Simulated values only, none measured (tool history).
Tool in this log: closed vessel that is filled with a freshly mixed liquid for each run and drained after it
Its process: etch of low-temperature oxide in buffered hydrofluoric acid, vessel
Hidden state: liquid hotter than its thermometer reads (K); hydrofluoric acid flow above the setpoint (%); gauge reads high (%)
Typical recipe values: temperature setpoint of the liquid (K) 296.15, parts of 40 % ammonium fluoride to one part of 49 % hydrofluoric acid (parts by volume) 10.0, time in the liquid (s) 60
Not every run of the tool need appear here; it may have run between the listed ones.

run,hour,temperature setpoint of the liquid (K),parts of 40 % ammonium fluoride to one part of 49 % hydrofluoric acid (parts by volume),time in the liquid (s),wafers since the last listed run,hours since the thermometer was replaced,hours since the hydrofluoric acid flow meter was replaced,hours since the gauge calibration,"read-back film thickness of the low-temperature oxide reference wafer, read on the same gauge (nm)",thickness taken off the low-temperature oxide on a monitor wafer (angstrom)
1,0.0,296.15,10.0,60,0,233.8,1124.0,766.0,90.00,3699.7
2,42.9,296.15,10.0,60,4930,276.7,1166.9,808.9,89.97,3697.9
3,107.8,296.15,10.0,60,7458,341.6,1231.8,873.8,90.02,3742.3
4,171.1,296.15,10.0,60,7274,404.9,1295.1,937.1,89.99,3776.6
5,208.6,296.15,10.0,60,4309,442.4,1332.6,974.6,89.99,3743.4
# hour 228.3: gauge calibrated
6,278.9,296.15,8.0,60,8079,512.7,1402.9,50.6,90.03,4581.4
7,383.4,296.15,8.0,60,12009,617.2,1507.4,155.1,90.03,4610.0
# hour 395.0: thermometer replaced
8,461.1,296.15,8.0,60,8814,66.1,1585.1,232.8,89.98,4436.3
9,531.0,296.15,10.0,75,8033,136.0,1655.0,302.7,90.02,4522.4
10,588.8,296.15,10.0,60,6642,193.8,1712.8,360.5,90.00,3661.4
11,653.8,296.15,10.0,60,7470,258.8,1777.8,425.5,90.01,3672.7
12,703.9,296.15,10.0,60,5757,308.9,1827.9,475.6,89.98,3731.2
13,758.3,291.15,13.0,60,6252,363.3,1882.3,530.0,89.98,2190.1
14,808.6,296.15,10.0,60,5780,413.6,1932.6,580.3,89.98,3739.2
# hour 812.6: hydrofluoric acid flow meter replaced
15,909.3,294.65,10.0,60,11458,514.3,96.7,681.0,89.99,3469.8
16,958.3,293.65,13.5,30,5631,563.3,145.7,730.0,89.99,1234.4
# hour 968.2: thermometer replaced
17,1018.2,296.15,10.0,60,6769,50.0,205.6,789.9,89.96,3630.1
18,1159.6,296.15,12.5,80,16250,191.4,347.0,931.3,89.99,3912.4
# hour 1223.6: gauge calibrated
19,1246.9,298.15,8.5,90,10033,278.7,434.3,23.3,90.04,7006.1
20,1306.1,291.65,11.5,35,6803,337.9,493.5,82.5,89.98,1466.4
21,1395.3,296.15,10.0,45,10251,427.1,582.7,171.7,89.96,2782.5
22,1469.0,300.65,10.0,30,8470,500.8,656.4,245.4,89.98,2388.7
23,1513.9,296.15,10.0,60,5160,545.7,701.3,290.3,90.02,3763.6
24,1587.5,294.15,10.0,60,8458,619.3,774.9,363.9,89.93,3376.6
# hour 1619.9: thermometer replaced
25,1647.8,296.15,10.0,60,6815,27.9,835.2,424.2,90.04,3634.3

The tool's hidden state at each run:
hydrofluoric acid flow above the setpoint (%): 0, the same for each run
gauge reads high (%): 0, the same for each run
H1: liquid hotter than its thermometer reads (K)
run,H1
1,0.515
2,0.577
3,0.671
4,0.763
5,0.817
6,0.919
7,1.07
8,0.228
9,0.33
10,0.413
11,0.507
12,0.58
13,0.659
14,0.732
15,0.877
16,0.948
17,0.138
18,0.343
19,0.469
20,0.555
21,0.684
22,0.791
23,0.856
24,0.963
25,0.0984
